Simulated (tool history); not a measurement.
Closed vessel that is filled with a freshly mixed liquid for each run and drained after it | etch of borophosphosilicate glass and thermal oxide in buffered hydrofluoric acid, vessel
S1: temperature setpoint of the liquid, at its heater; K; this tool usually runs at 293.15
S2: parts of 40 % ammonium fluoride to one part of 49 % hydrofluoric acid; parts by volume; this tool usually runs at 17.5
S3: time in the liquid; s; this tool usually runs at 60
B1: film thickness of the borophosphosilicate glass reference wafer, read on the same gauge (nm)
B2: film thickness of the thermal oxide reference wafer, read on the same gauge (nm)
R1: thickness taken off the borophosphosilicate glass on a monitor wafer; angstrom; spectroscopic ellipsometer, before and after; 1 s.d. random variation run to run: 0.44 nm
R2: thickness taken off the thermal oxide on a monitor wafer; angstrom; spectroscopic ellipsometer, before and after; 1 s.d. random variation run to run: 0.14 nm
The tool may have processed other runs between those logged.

{"run": 1, "hour": 0.0, "S1": 293.15, "S2": 17.5, "S3": 60, "B1": 119.97, "B2": 129.99, "R1": 534.5, "R2": 352.8}
{"run": 2, "hour": 60.0, "S1": 293.15, "S2": 17.5, "S3": 60, "B1": 119.99, "B2": 130.03, "R1": 545.7, "R2": 353.4}
{"run": 3, "hour": 130.9, "S1": 296.65, "S2": 17.5, "S3": 60, "B1": 120.04, "B2": 130.01, "R1": 652.9, "R2": 427.7}
{"hour": 286.3, "done": "gauge calibrated"}
{"run": 4, "hour": 436.6, "S1": 293.15, "S2": 17.5, "S3": 60, "B1": 120, "B2": 130.05, "R1": 545.6, "R2": 359.5}
{"run": 5, "hour": 494.0, "S1": 293.15, "S2": 17.5, "S3": 35, "B1": 119.99, "B2": 130.03, "R1": 324.6, "R2": 210}
{"run": 6, "hour": 557.4, "S1": 290.15, "S2": 15, "S3": 35, "B1": 120.01, "B2": 129.99, "R1": 317.1, "R2": 206.8}
{"run": 7, "hour": 619.3, "S1": 293.15, "S2": 19.5, "S3": 80, "B1": 120.03, "B2": 130.02, "R1": 657.5, "R2": 431}
{"run": 8, "hour": 682.5, "S1": 290.15, "S2": 24, "S3": 95, "B1": 120.02, "B2": 129.98, "R1": 562.4, "R2": 366.3}
{"hour": 756.9, "done": "hydrofluoric acid flow meter replaced"}
{"run": 9, "hour": 758.4, "S1": 298.15, "S2": 17.5, "S3": 40, "B1": 120, "B2": 130.03, "R1": 449.6, "R2": 299.7}
{"run": 10, "hour": 799.0, "S1": 295.65, "S2": 17.5, "S3": 60, "B1": 120.02, "B2": 129.99, "R1": 595.1, "R2": 391.2}
{"run": 11, "hour": 872.5, "S1": 293.15, "S2": 17.5, "S3": 75, "B1": 120, "B2": 129.96, "R1": 652, "R2": 425}
{"run": 12, "hour": 911.5, "S1": 290.15, "S2": 11.5, "S3": 40, "B1": 120.03, "B2": 130.05, "R1": 446.7, "R2": 291}
{"hour": 995.5, "done": "thermometer replaced"}
{"run": 13, "hour": 997.5, "S1": 295.15, "S2": 17.5, "S3": 60, "B1": 119.98, "B2": 130.01, "R1": 593.2, "R2": 386.8}
{"run": 14, "hour": 1103.4, "S1": 290.15, "S2": 22.5, "S3": 60, "B1": 120, "B2": 130, "R1": 354.5, "R2": 232.8}
{"run": 15, "hour": 1155.8, "S1": 293.15, "S2": 23, "S3": 60, "B1": 120.01, "B2": 129.98, "R1": 420.2, "R2": 274.5}
{"run": 16, "hour": 1262.1, "S1": 293.15, "S2": 17.5, "S3": 60, "B1": 120.01, "B2": 129.98, "R1": 531.3, "R2": 350}
{"run": 17, "hour": 1301.0, "S1": 291.65, "S2": 14, "S3": 75, "B1": 120.02, "B2": 129.99, "R1": 760.7, "R2": 497.9}
{"run": 18, "hour": 1405.8, "S1": 293.15, "S2": 17.5, "S3": 60, "B1": 120.02, "B2": 129.98, "R1": 531.4, "R2": 352.7}
{"run": 19, "hour": 1501.1, "S1": 295.15, "S2": 20, "S3": 75, "B1": 120.02, "B2": 130.02, "R1": 643.6, "R2": 429.3}
{"run": 20, "hour": 1598.8, "S1": 293.15, "S2": 17.5, "S3": 60, "B1": 120.01, "B2": 129.98, "R1": 522.6, "R2": 349.3}
{"run": 21, "hour": 1656.0, "S1": 293.15, "S2": 17.5, "S3": 70, "B1": 120.01, "B2": 130.01, "R1": 616, "R2": 410.9}

Run 22, settings as shown, results not yet in. Your forecast:
{"run": 22, "hour": 1694.9, "S1": 296.15, "S2": 21.5, "S3": 30, "B1": "?", "B2": "?", "R1": "?", "R2": "?"}

B1: 120
B2: 129.97
R1: 259.3 angstrom
R2: 171.5 angstrom
Had the tool carried no hidden state, the very same run would have given R1 252.1 angstrom, R2 166.8 angstrom.

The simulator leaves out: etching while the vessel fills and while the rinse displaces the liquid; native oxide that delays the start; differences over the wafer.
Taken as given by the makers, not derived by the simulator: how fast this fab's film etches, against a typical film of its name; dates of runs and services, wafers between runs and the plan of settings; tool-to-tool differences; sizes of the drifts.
